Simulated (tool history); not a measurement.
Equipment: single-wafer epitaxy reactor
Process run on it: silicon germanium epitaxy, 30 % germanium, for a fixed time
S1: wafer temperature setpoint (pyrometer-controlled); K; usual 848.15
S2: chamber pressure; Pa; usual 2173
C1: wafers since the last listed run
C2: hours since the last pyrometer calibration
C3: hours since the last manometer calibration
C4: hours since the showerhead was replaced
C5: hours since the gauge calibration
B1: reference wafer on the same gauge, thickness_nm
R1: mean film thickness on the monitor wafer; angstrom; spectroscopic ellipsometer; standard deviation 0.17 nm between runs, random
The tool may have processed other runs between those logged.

run,day,S1,S2,C1,C2,C3,C4,C5,B1,R1
1,0.000,848.15,2173,0,839.7,2025.2,8085.9,60.9,35.550,308.58
2,0.933,848.15,2173,476,862.1,2047.6,8108.3,83.3,35.431,308.86
3,2.221,848.15,2173,657,893.0,2078.5,8139.2,114.2,35.495,308.76
4,3.650,848.15,2173,729,927.3,2112.8,8173.5,148.5,35.502,310.30
5,4.712,848.15,2173,542,952.8,2138.3,8199.0,174.0,35.505,310.14
6,5.562,848.15,2173,433,973.2,2158.7,8219.4,194.4,35.502,305.84
7,6.375,848.15,2173,414,992.7,2178.2,8238.9,213.9,35.531,308.14
8,7.662,848.15,2173,657,1023.6,2209.1,8269.8,244.8,35.496,310.31
# day 9.250: showerhead replaced, of another model than before
9,9.271,848.15,2000,650,1062.2,2247.7,0.5,283.4,35.520,294.58
10,9.704,840.15,2333,221,1072.6,2258.1,10.9,293.8,35.514,276.21
11,10.362,848.15,2173,335,1088.4,2273.9,26.7,309.6,35.506,305.99
# day 10.946: pyrometer calibrated
# day 11.725: capacitance manometer re-zeroed and calibrated
# day 12.296: gauge calibrated
12,12.575,838.15,2000,788,39.1,20.4,79.8,6.7,35.471,269.65
13,13.350,848.15,2173,395,57.7,39.0,98.4,25.3,35.528,336.40
14,14.792,848.15,2426,735,92.3,73.6,133.0,59.9,35.464,355.16
15,15.625,848.15,2173,425,112.3,93.6,153.0,79.9,35.507,331.67
16,17.292,848.15,2546,850,152.3,133.6,193.0,119.9,35.487,364.02
17,18.279,861.15,2426,503,176.0,157.3,216.7,143.6,35.549,431.36

Predict each of these 5 candidate next runs independently; none follows another, all start after run 17:
A,18.296,848.15,1747,8,176.4,157.7,217.1,144.0,?,?
B,18.296,857.15,2600,8,176.4,157.7,217.1,144.0,?,?
C,18.296,848.15,1693,8,176.4,157.7,217.1,144.0,?,?
D,18.296,848.15,1893,8,176.4,157.7,217.1,144.0,?,?
E,18.296,855.15,2013,8,176.4,157.7,217.1,144.0,?,?

run,B1,R1
A,35.499,282.97
B,35.499,421.38
C,35.499,276.88
D,35.499,298.79
E,35.499,350.13
What these runs would have given with no unlogged condition in the tool:
run,R1
A,294.76
B,438.60
C,288.42
D,311.24
E,364.50

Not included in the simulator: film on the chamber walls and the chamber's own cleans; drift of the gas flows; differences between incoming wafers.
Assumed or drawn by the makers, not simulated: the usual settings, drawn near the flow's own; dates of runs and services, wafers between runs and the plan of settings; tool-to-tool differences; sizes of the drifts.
